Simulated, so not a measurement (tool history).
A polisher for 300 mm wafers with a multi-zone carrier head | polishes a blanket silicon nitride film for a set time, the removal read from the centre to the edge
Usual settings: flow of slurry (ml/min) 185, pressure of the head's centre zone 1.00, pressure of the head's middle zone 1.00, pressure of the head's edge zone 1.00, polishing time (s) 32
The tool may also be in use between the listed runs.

run   hour  flow of slurry (ml/min)  pressure of the head's centre zone  pressure of the head's middle zone  pressure of the head's edge zone  polishing time (s)  wafers since the last listed run  wafers polished on this pad  hours since the slurry nozzle was cleaned  hours since the centre zone pressure was calibrated  hours since the edge zone pressure was calibrated  hours since the carrier head's membrane was replaced  incoming thickness of the incoming film, nm  film removed at the wafer's centre (nm)  film removed at mid-radius (nm)  film removed at the wafer's edge (nm)
  1    0.0                      185                                1.00                                1.00                              1.00                  32                                 0                          491                                      600.4                                                735.8                                              605.6                                                1541.9                                        767.8                                     57.0                             57.2                                   60.2
      10.9  -- worn pad replaced by a new one
  2   17.4                      200                                1.00                                1.00                              1.00                  32                               116                           56                                      617.8                                                753.2                                              623.0                                                1559.3                                        783.9                                     60.7                             60.8                                   64.0
  3   28.9                      200                                1.00                                1.00                              1.00                  32                                99                          156                                      629.3                                                764.7                                              634.5                                                1570.8                                        776.8                                     60.7                             60.5                                   64.0
  4   38.0                      200                                1.00                                1.00                              1.00                  32                                79                          235                                      638.4                                                773.8                                              643.6                                                1579.9                                        764.5                                     60.5                             60.9                                   62.3
  5   49.3                      185                                1.04                                0.92                              1.00                  32                                98                          334                                      649.7                                                785.1                                              654.9                                                1591.2                                        766.5                                     59.8                             54.7                                   62.7
      63.2  -- worn pad replaced by a new one
      63.7  -- slurry nozzle cleaned
      64.2  -- edge zone pressure recalibrated
  6   64.7                      185                                1.04                                0.92                              1.00                  32                                90                            4                                        1.0                                                800.5                                                0.5                                                1606.6                                        769.5                                     67.1                             60.6                                   66.8
  7   68.9                      185                                1.00                                1.00                              1.00                  32                                36                           40                                        5.2                                                804.7                                                4.7                                                1610.8                                        777.0                                     66.1                             65.5                                   66.7
  8   76.7                      185                                1.00                                1.00                              1.00                  32                                67                          108                                       13.0                                                812.5                                               12.5                                                1618.6                                        778.1                                     65.2                             64.7                                   67.2
      83.4  -- carrier head's membrane replaced by a new one
  9   89.5                      185                                1.00                                1.00                              1.00                  32                                67                          176                                       25.8                                                825.3                                               25.3                                                   6.1                                        771.3                                     63.9                             64.2                                   67.2
 10   98.1                      140                                0.93                                1.00                              0.96                  29                                74                          250                                       34.4                                                833.9                                               33.9                                                  14.7                                        786.4                                     52.3                             54.9                                   56.5
 11  104.8                      185                                1.00                                1.00                              1.00                  32                                58                          309                                       41.1                                                840.6                                               40.6                                                  21.4                                        778.1                                     63.4                             63.0                                   65.1

Forecast run 12:
     114.7  -- worn pad replaced by a new one
 12  121.6                      140                                0.91                                1.00                              0.91                  23                               111                           60                                       57.9                                                857.4                                               57.4                                                  38.2                                        771.3                                        ?                                ?                                      ?

film removed at the wafer's centre (nm): 41.8
film removed at mid-radius (nm): 43.9
film removed at the wafer's edge (nm): 45.3
Without the tool's hidden state the same run would have given film removed at the wafer's centre (nm) 43.3, film removed at mid-radius (nm) 45.4, film removed at the wafer's edge (nm) 46.4.

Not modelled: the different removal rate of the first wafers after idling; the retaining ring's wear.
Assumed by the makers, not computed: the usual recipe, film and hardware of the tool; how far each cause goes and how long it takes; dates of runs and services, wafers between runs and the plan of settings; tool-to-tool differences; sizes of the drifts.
